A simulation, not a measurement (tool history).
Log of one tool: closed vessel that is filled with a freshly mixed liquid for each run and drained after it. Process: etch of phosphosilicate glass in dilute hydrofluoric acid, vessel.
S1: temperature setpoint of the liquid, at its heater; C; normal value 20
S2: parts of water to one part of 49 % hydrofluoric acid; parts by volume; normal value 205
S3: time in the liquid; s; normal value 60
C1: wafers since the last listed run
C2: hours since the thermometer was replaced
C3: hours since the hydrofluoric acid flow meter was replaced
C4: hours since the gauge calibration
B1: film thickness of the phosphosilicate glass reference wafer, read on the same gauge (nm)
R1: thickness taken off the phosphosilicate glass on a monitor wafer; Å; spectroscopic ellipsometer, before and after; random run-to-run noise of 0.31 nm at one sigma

run	hour	S1	S2	S3	C1	C2	C3	C4	B1	R1
1	0	20	205	60	0	287.9	830.9	1638.1	80	305.5
2	22.6	20	205	60	2071	310.5	853.5	1660.7	80	304.9
3	53.6	20	205	60	2841	341.5	884.5	1691.7	79.98	301.7
4	71.9	20	230	60	1677	359.8	902.8	1710	79.98	263.9
5	89.8	20	230	60	1640	377.7	920.7	1727.9	80.03	262.3
6	116.8	20	205	60	2474	404.7	947.7	1754.9	79.97	296.7
7	139.6	20	205	60	2089	427.5	970.5	1777.7	80.02	291.5
# hour 155.8: thermometer replaced
8	165.1	20	205	60	2245	9.3	996	1803.2	80.02	313.1
9	185	23	130	50	1823	29.2	1015.9	1823.1	79.99	499.6
# hour 187.9: gauge calibrated
10	219.4	17	205	35	3152	63.6	1050.3	31.5	80.02	162.8
11	240.6	20	180	50	1943	84.8	1071.5	52.7	79.98	298.2
12	263.7	24	165	75	2117	107.9	1094.6	75.8	80.02	581.6
13	283.8	20	135	80	1842	128	1114.7	95.9	79.98	659.4
14	319.4	20	205	60	3262	163.6	1150.3	131.5	79.99	300.8
15	354.7	20	205	60	3235	198.9	1185.6	166.8	80	305.6
16	390.6	18	170	60	3290	234.8	1221.5	202.7	80	344.3
17	426.5	24.5	155	45	3290	270.7	1257.4	238.6	79.97	374.1
18	515.8	20	280	60	8184	360	1346.7	327.9	80	196.7
19	544.1	20	205	60	2593	388.3	1375	356.2	79.99	289
20	623.7	20	205	60	7295	467.9	1454.6	435.8	80.01	283.5
# hour 632.7: hydrofluoric acid flow meter replaced
21	645	23.5	300	35	1860	489.2	12.3	457.1	79.97	130.3
# hour 657: thermometer replaced
22	666.2	17	285	45	1851	9.2	33.5	478.3	79.99	154.8
23	701.8	17	250	60	3262	44.8	69.1	513.9	80.01	237
24	736.6	24.5	145	60	3189	79.6	103.9	548.7	80	594.9
25	812.5	17	205	60	6956	155.5	179.8	624.6	80.01	291.5
26	866.8	20	205	60	4976	209.8	234.1	678.9	79.99	318.6
27	879.4	24.5	275	70	1154	222.4	246.7	691.5	79.98	310.5
28	902.8	17	125	75	2144	245.8	270.1	714.9	79.97	616.7
29	925.7	22	205	60	2098	268.7	293	737.8	79.98	343.2
30	947.9	20	205	40	2034	290.9	315.2	760	79.98	210.4
31	974.1	20	205	60	2401	317.1	341.4	786.2	80.03	323.2
32	1014.9	21.5	125	90	3739	357.9	382.2	827	80.01	880.1
33	1045.2	20	165	60	2777	388.2	412.5	857.3	80.01	410.4

Each run again, without the hidden state but with its own random variation kept:
Hidden conditions of the tool in this case: liquid colder than its thermometer reads (K); hydrofluoric acid flow below the setpoint (%); gauge reads high (%).
run	R1
1	340.8
2	342
3	340.8
4	299.5
5	298.9
6	340
7	335.9
8	340.6
9	544.2
10	179.3
11	329.7
12	646.2
13	734.7
14	339
15	347.3
16	393.8
17	431
18	232.6
19	343.2
20	342.9
21	140.6
22	156.3
23	241
24	609.7
25	304.1
26	336.3
27	328.2
28	657.3
29	367
30	226.3
31	349.6
32	961.4
33	451.3

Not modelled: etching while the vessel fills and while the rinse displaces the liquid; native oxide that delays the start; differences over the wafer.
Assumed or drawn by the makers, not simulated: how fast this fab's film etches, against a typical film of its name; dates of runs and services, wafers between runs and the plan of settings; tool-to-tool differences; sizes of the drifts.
